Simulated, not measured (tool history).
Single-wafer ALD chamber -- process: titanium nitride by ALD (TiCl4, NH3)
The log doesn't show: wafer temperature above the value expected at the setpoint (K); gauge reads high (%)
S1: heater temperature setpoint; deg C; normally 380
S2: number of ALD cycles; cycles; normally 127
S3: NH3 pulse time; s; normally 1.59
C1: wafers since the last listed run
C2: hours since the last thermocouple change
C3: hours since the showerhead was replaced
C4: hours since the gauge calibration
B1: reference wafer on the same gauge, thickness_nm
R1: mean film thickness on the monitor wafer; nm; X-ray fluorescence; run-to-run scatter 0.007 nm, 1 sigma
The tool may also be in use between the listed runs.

{"run": 1, "hour": 0.0, "S1": 380, "S2": 127, "S3": 1.59, "C1": 0, "C2": 259.9, "C3": 3908.3, "C4": 247.7, "B1": 3.295, "R1": 2.794}
{"run": 2, "hour": 53.8, "S1": 380, "S2": 127, "S3": 2.03, "C1": 144, "C2": 313.7, "C3": 3962.1, "C4": 301.5, "B1": 3.296, "R1": 2.831}
{"run": 3, "hour": 149.1, "S1": 380, "S2": 127, "S3": 2.03, "C1": 256, "C2": 409, "C3": 4057.4, "C4": 396.8, "B1": 3.285, "R1": 2.837}
{"run": 4, "hour": 191.6, "S1": 380, "S2": 127, "S3": 2.03, "C1": 114, "C2": 451.5, "C3": 4099.9, "C4": 439.3, "B1": 3.287, "R1": 2.838}
{"run": 5, "hour": 249.6, "S1": 380, "S2": 127, "S3": 1.59, "C1": 155, "C2": 509.5, "C3": 4157.9, "C4": 497.3, "B1": 3.284, "R1": 2.803}
{"run": 6, "hour": 330.0, "S1": 380, "S2": 127, "S3": 1.59, "C1": 216, "C2": 589.9, "C3": 4238.3, "C4": 577.7, "B1": 3.279, "R1": 2.8}
{"run": 7, "hour": 382.2, "S1": 380, "S2": 127, "S3": 1.59, "C1": 140, "C2": 642.1, "C3": 4290.5, "C4": 629.9, "B1": 3.281, "R1": 2.787}
{"run": 8, "hour": 424.9, "S1": 380, "S2": 127, "S3": 1.59, "C1": 114, "C2": 684.8, "C3": 4333.2, "C4": 672.6, "B1": 3.279, "R1": 2.78}
{"run": 9, "hour": 518.3, "S1": 380, "S2": 127, "S3": 1.59, "C1": 251, "C2": 778.2, "C3": 4426.6, "C4": 766, "B1": 3.275, "R1": 2.782}
{"run": 10, "hour": 564.8, "S1": 380, "S2": 127, "S3": 1.59, "C1": 124, "C2": 824.7, "C3": 4473.1, "C4": 812.5, "B1": 3.275, "R1": 2.779}
{"run": 11, "hour": 619.9, "S1": 380, "S2": 127, "S3": 1.59, "C1": 148, "C2": 879.8, "C3": 4528.2, "C4": 867.6, "B1": 3.277, "R1": 2.783}
{"run": 12, "hour": 698.9, "S1": 380, "S2": 127, "S3": 1.59, "C1": 212, "C2": 958.8, "C3": 4607.2, "C4": 946.6, "B1": 3.273, "R1": 2.774}
{"run": 13, "hour": 802.8, "S1": 380, "S2": 115, "S3": 1.59, "C1": 279, "C2": 1062.7, "C3": 4711.1, "C4": 1050.5, "B1": 3.267, "R1": 2.519}
{"run": 14, "hour": 907.9, "S1": 380, "S2": 115, "S3": 1.59, "C1": 282, "C2": 1167.8, "C3": 4816.2, "C4": 1155.6, "B1": 3.264, "R1": 2.51}
{"run": 15, "hour": 1004.9, "S1": 380, "S2": 115, "S3": 1.59, "C1": 260, "C2": 1264.8, "C3": 4913.2, "C4": 1252.6, "B1": 3.263, "R1": 2.516}
{"run": 16, "hour": 1085.9, "S1": 380, "S2": 127, "S3": 1.59, "C1": 217, "C2": 1345.8, "C3": 4994.2, "C4": 1333.6, "B1": 3.252, "R1": 2.777}
{"run": 17, "hour": 1171.5, "S1": 380, "S2": 127, "S3": 1.59, "C1": 230, "C2": 1431.4, "C3": 5079.8, "C4": 1419.2, "B1": 3.254, "R1": 2.774}
{"run": 18, "hour": 1269.6, "S1": 380, "S2": 127, "S3": 1.59, "C1": 263, "C2": 1529.5, "C3": 5177.9, "C4": 1517.3, "B1": 3.247, "R1": 2.772}
{"run": 19, "hour": 1347.6, "S1": 388, "S2": 127, "S3": 1.59, "C1": 209, "C2": 1607.5, "C3": 5255.9, "C4": 1595.3, "B1": 3.244, "R1": 2.786}
{"run": 20, "hour": 1412.5, "S1": 366, "S2": 127, "S3": 1.59, "C1": 174, "C2": 1672.4, "C3": 5320.8, "C4": 1660.2, "B1": 3.243, "R1": 2.687}
{"run": 21, "hour": 1452.6, "S1": 384, "S2": 127, "S3": 1.59, "C1": 107, "C2": 1712.5, "C3": 5360.9, "C4": 1700.3, "B1": 3.248, "R1": 2.773}
{"run": 22, "hour": 1511.4, "S1": 374, "S2": 127, "S3": 1.79, "C1": 158, "C2": 1771.3, "C3": 5419.7, "C4": 1759.1, "B1": 3.242, "R1": 2.759}
{"run": 23, "hour": 1589.2, "S1": 390, "S2": 127, "S3": 1.59, "C1": 209, "C2": 1849.1, "C3": 5497.5, "C4": 1836.9, "B1": 3.244, "R1": 2.784}
{"run": 24, "hour": 1630.9, "S1": 369, "S2": 140, "S3": 2.14, "C1": 112, "C2": 1890.8, "C3": 5539.2, "C4": 1878.6, "B1": 3.242, "R1": 3.051}

The next listed run, before its measurement:
{"hour": 1675.0, "done": "showerhead replaced"}
{"run": 25, "hour": 1717.9, "S1": 380, "S2": 102, "S3": 1.59, "C1": 212, "C2": 1977.8, "C3": 42.9, "C4": 1965.6, "B1": "?", "R1": "?"}

B1: 3.239
R1: 2.211 nm
With the hidden condition absent and the run-to-run variation left alone, this run would have shown R1 2.262 nm.
